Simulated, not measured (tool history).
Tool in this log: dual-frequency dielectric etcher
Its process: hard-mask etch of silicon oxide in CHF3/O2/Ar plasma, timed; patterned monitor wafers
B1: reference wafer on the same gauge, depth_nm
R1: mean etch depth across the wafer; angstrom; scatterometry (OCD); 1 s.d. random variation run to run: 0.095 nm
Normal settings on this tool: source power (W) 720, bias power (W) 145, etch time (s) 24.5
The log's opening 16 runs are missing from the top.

{"run": 17, "day": 8.283, "source power (W)": 570, "bias power (W)": 156, "etch time (s)": 19.5, "B1": 40.6, "R1": 320.6}
{"run": 18, "day": 8.417, "source power (W)": 720, "bias power (W)": 112, "etch time (s)": 30.5, "B1": 40.59, "R1": 494.6}
{"run": 19, "day": 8.933, "source power (W)": 720, "bias power (W)": 145, "etch time (s)": 24.5, "B1": 40.59, "R1": 455.5}
{"run": 20, "day": 9.429, "source power (W)": 630, "bias power (W)": 167, "etch time (s)": 21, "B1": 40.57, "R1": 385}
{"run": 21, "day": 9.933, "source power (W)": 720, "bias power (W)": 130, "etch time (s)": 27.5, "B1": 40.6, "R1": 483.2}
{"run": 22, "day": 10.538, "source power (W)": 720, "bias power (W)": 173, "etch time (s)": 18, "B1": 40.6, "R1": 365.2}
{"run": 23, "day": 10.988, "source power (W)": 720, "bias power (W)": 145, "etch time (s)": 24.5, "B1": 40.61, "R1": 455.8}
{"run": 24, "day": 11.708, "source power (W)": 580, "bias power (W)": 114, "etch time (s)": 29, "B1": 40.61, "R1": 409}
{"run": 25, "day": 12.0, "source power (W)": 800, "bias power (W)": 129, "etch time (s)": 20.5, "B1": 40.6, "R1": 383.8}
{"run": 26, "day": 12.521, "source power (W)": 800, "bias power (W)": 136, "etch time (s)": 27, "B1": 40.6, "R1": 517}
{"run": 27, "day": 13.242, "source power (W)": 820, "bias power (W)": 154, "etch time (s)": 24.5, "B1": 40.6, "R1": 507.3}
{"run": 28, "day": 13.908, "source power (W)": 610, "bias power (W)": 162, "etch time (s)": 24.5, "B1": 40.6, "R1": 431.4}
{"run": 29, "day": 14.217, "source power (W)": 550, "bias power (W)": 145, "etch time (s)": 24.5, "B1": 40.61, "R1": 380.4}
{"run": 30, "day": 14.8, "source power (W)": 550, "bias power (W)": 160, "etch time (s)": 18.5, "B1": 40.59, "R1": 302.1}
{"run": 31, "day": 15.35, "source power (W)": 570, "bias power (W)": 112, "etch time (s)": 19.5, "B1": 40.58, "R1": 269.6}

Alternative continuations, all from the tool just after run 31; predict every row:
{"run": "A", "day": 15.367, "source power (W)": 720, "bias power (W)": 177, "etch time (s)": 24.5, "B1": "?", "R1": "?"}
{"run": "B", "day": 15.367, "source power (W)": 560, "bias power (W)": 112, "etch time (s)": 24.5, "B1": "?", "R1": "?"}
{"run": "C", "day": 15.367, "source power (W)": 640, "bias power (W)": 116, "etch time (s)": 24.5, "B1": "?", "R1": "?"}

run=A B1=40.59 R1=504.3
run=B B1=40.59 R1=334.7
run=C B1=40.59 R1=376
With no hidden state in the tool, these same runs would have given:
run=A R1=500.4
run=B R1=332.1
run=C R1=373.1

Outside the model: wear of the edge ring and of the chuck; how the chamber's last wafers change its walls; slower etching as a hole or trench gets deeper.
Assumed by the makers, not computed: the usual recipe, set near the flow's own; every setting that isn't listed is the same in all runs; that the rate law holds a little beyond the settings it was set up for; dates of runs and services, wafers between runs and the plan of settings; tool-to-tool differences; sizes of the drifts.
